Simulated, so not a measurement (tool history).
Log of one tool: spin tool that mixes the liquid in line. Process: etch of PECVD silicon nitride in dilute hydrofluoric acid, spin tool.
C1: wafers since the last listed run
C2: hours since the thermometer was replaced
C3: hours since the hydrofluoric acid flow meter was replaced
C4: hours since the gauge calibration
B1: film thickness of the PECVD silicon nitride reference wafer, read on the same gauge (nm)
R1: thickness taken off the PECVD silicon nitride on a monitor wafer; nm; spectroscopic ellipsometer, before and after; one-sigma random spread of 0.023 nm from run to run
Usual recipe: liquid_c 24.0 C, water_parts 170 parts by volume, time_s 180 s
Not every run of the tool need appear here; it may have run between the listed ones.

Run 1, hour 0.0: usual settings; C1 0; C2 437.0; C3 568.3; C4 85.3; B1 40.011. Result: R1 2.055 nm.
Run 2, hour 11.7: usual settings; C1 104; C2 448.7; C3 580.0; C4 97.0; B1 40.008. Result: R1 2.032 nm.
Run 3, hour 28.3: usual settings; C1 147; C2 465.3; C3 596.6; C4 113.6; B1 40.032. Result: R1 1.991 nm.
Run 4, hour 43.5: usual settings; C1 135; C2 480.5; C3 611.8; C4 128.8; B1 40.012. Result: R1 1.952 nm.
Run 5, hour 59.3: usual settings but time_s 240 s; C1 140; C2 496.3; C3 627.6; C4 144.6; B1 40.001. Result: R1 2.626 nm.
Run 6, hour 70.6: usual settings but time_s 240 s; C1 100; C2 507.6; C3 638.9; C4 155.9; B1 39.986. Result: R1 2.591 nm.
Run 7, hour 84.1: usual settings but time_s 240 s; C1 120; C2 521.1; C3 652.4; C4 169.4; B1 39.988. Result: R1 2.601 nm.
At hour 87.9: hydrofluoric acid flow meter replaced.
Run 8, hour 99.2: usual settings; C1 125; C2 536.2; C3 11.3; C4 184.5; B1 39.965. Result: R1 2.147 nm.
Run 9, hour 109.4: usual settings; C1 90; C2 546.4; C3 21.5; C4 194.7; B1 40.009. Result: R1 2.149 nm.
Run 10, hour 116.1: usual settings; C1 59; C2 553.1; C3 28.2; C4 201.4; B1 40.008. Result: R1 2.144 nm.
At hour 124.8: thermometer replaced.
Run 11, hour 168.8: usual settings but time_s 250 s; C1 460; C2 44.0; C3 80.9; C4 254.1; B1 39.992. Result: R1 3.204 nm.
Run 12, hour 177.0: usual settings but liquid_c 28.0 C, water_parts 245 parts by volume, time_s 285 s; C1 73; C2 52.2; C3 89.1; C4 262.3; B1 40.011. Result: R1 3.314 nm.
Run 13, hour 184.6: usual settings but liquid_c 25.5 C, water_parts 210 parts by volume, time_s 290 s; C1 67; C2 59.8; C3 96.7; C4 269.9; B1 40.027. Result: R1 3.268 nm.
At hour 200.2: gauge calibrated.
Run 14, hour 200.9: usual settings; C1 145; C2 76.1; C3 113.0; C4 0.7; B1 39.997. Result: R1 2.257 nm.
Run 15, hour 216.2: usual settings; C1 136; C2 91.4; C3 128.3; C4 16.0; B1 40.025. Result: R1 2.282 nm.
Run 16, hour 230.5: usual settings; C1 127; C2 105.7; C3 142.6; C4 30.3; B1 39.972. Result: R1 2.239 nm.
Run 17, hour 237.6: usual settings; C1 63; C2 112.8; C3 149.7; C4 37.4; B1 39.992. Result: R1 2.246 nm.
Run 18, hour 244.5: usual settings but liquid_c 27.0 C; C1 61; C2 119.7; C3 156.6; C4 44.3; B1 39.970. Result: R1 2.758 nm.
Run 19, hour 252.9: usual settings but liquid_c 28.5 C, time_s 270 s; C1 74; C2 128.1; C3 165.0; C4 52.7; B1 40.027. Result: R1 4.393 nm.
Run 20, hour 266.4: usual settings but liquid_c 28.0 C, water_parts 140 parts by volume, time_s 265 s; C1 120; C2 141.6; C3 178.5; C4 66.2; B1 40.027. Result: R1 5.185 nm.

Alternative continuations, all from the tool just after run 20; predict every row:
Run A, hour 266.9: usual settings; C1 4; C2 142.1; C3 179.0; C4 66.7; B1 ?. Result: R1 ?.
Run B, hour 266.9: usual settings but water_parts 140 parts by volume; C1 4; C2 142.1; C3 179.0; C4 66.7; B1 ?. Result: R1 ?.
Run C, hour 266.9: usual settings but liquid_c 22.5 C, water_parts 130 parts by volume, time_s 125 s; C1 4; C2 142.1; C3 179.0; C4 66.7; B1 ?. Result: R1 ?.

run      B1     R1
  A  40.000  2.244
  B  40.000  2.718
  C  40.000  1.840
Without the tool's unlogged condition, the same runs would have read:
run     R1
  A  2.424
  B  2.937
  C  1.990
